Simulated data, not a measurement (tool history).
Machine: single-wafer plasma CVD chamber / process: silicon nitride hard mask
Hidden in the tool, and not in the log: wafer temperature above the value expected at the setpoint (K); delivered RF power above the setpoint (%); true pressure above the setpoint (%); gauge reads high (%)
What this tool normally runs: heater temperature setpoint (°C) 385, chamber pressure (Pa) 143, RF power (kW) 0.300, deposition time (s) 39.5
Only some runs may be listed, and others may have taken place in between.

run   hour  heater temperature setpoint (°C)  chamber pressure (Pa)  RF power (kW)  deposition time (s)  wafers since the last listed run  hours since the last thermocouple change  hours since the last RF generator calibration  hours since the last manometer calibration  hours since the showerhead was replaced  hours since the gauge calibration  read-back reference wafer on the same gauge, thickness_nm  mean film thickness on the monitor wafer (nm)
  1    0.0                               385                    143          0.300                 39.5                                 0                                    1626.5                                         1511.9                                      2382.5                                   5103.6                               92.9                                                     47.490                                         41.674
  2   33.3                               385                    143          0.300                 39.5                               708                                    1659.8                                         1545.2                                      2415.8                                   5136.9                              126.2                                                     47.423                                         41.750
  3   63.6                               385                    143          0.300                 39.5                               644                                    1690.1                                         1575.5                                      2446.1                                   5167.2                              156.5                                                     47.524                                         41.862
  4   97.6                               385                    143          0.300                 39.5                               722                                    1724.1                                         1609.5                                      2480.1                                   5201.2                              190.5                                                     47.436                                         42.244
  5  125.6                               385                    143          0.300                 39.5                               595                                    1752.1                                         1637.5                                      2508.1                                   5229.2                              218.5                                                     47.496                                         41.949
  6  152.6                               390                    143          0.300                 39.5                               574                                    1779.1                                         1664.5                                      2535.1                                   5256.2                              245.5                                                     47.545                                         41.577
     173.1  -- capacitance manometer re-zeroed and calibrated
  7  181.1                               385                    143          0.300                 39.5                               435                                    1807.6                                         1693.0                                         8.0                                   5284.7                              274.0                                                     47.532                                         42.319
  8  212.1                               385                    143          0.300                 37.4                               659                                    1838.6                                         1724.0                                        39.0                                   5315.7                              305.0                                                     47.468                                         39.435
     230.7  -- showerhead replaced
  9  234.4                               385                    143          0.300                 37.4                               304                                    1860.9                                         1746.3                                        61.3                                      3.7                              327.3                                                     47.479                                         40.029
 10  256.8                               385                    143          0.300                 37.4                               476                                    1883.3                                         1768.7                                        83.7                                     26.1                              349.7                                                     47.557                                         39.533
     277.5  -- thermocouple changed; heater temperature recalibrated
 11  278.0                               370                    165          0.270                 46.4                               280                                       0.5                                         1789.9                                       104.9                                     47.3                              370.9                                                     47.534                                         50.272
 12  297.8                               392                    176          0.300                 43.4                               420                                      20.3                                         1809.7                                       124.7                                     67.1                              390.7                                                     47.531                                         49.693
 13  319.9                               385                    143          0.275                 35.7                               469                                      42.4                                         1831.8                                       146.8                                     89.2                              412.8                                                     47.556                                         36.963
 14  353.0                               385                    143          0.300                 39.5                               703                                      75.5                                         1864.9                                       179.9                                    122.3                              445.9                                                     47.482                                         41.768
     369.7  -- gauge calibrated
 15  383.6                               394                    143          0.300                 32.6                               650                                     106.1                                         1895.5                                       210.5                                    152.9                               13.9                                                     47.499                                         34.613
 16  400.6                               391                    127          0.335                 39.5                               361                                     123.1                                         1912.5                                       227.5                                    169.9                               30.9                                                     47.431                                         41.616
     413.8  -- RF generator calibrated
 17  428.4                               394                    155          0.300                 39.5                               420                                     150.9                                           14.6                                       255.3                                    197.7                               58.7                                                     47.538                                         42.993
 18  458.8                               385                    143          0.300                 39.5                               646                                     181.3                                           45.0                                       285.7                                    228.1                               89.1                                                     47.528                                         41.999
 19  479.2                               374                    143          0.300                 39.5                               433                                     201.7                                           65.4                                       306.1                                    248.5                              109.5                                                     47.491                                         42.446
 20  508.0                               392                    113          0.300                 32.6                               612                                     230.5                                           94.2                                       334.9                                    277.3                              138.3                                                     47.478                                         31.352
 21  527.8                               385                    121          0.275                 42.6                               420                                     250.3                                          114.0                                       354.7                                    297.1                              158.1                                                     47.537                                         41.288

For each run, what was the tool's unlogged condition?
wafer temperature above the value expected at the setpoint (K): 0 across all the runs
delivered RF power above the setpoint (%): 0 across all the runs
true pressure above the setpoint (%): 0 across all the runs
gauge reads high (%): 0 across all the runs
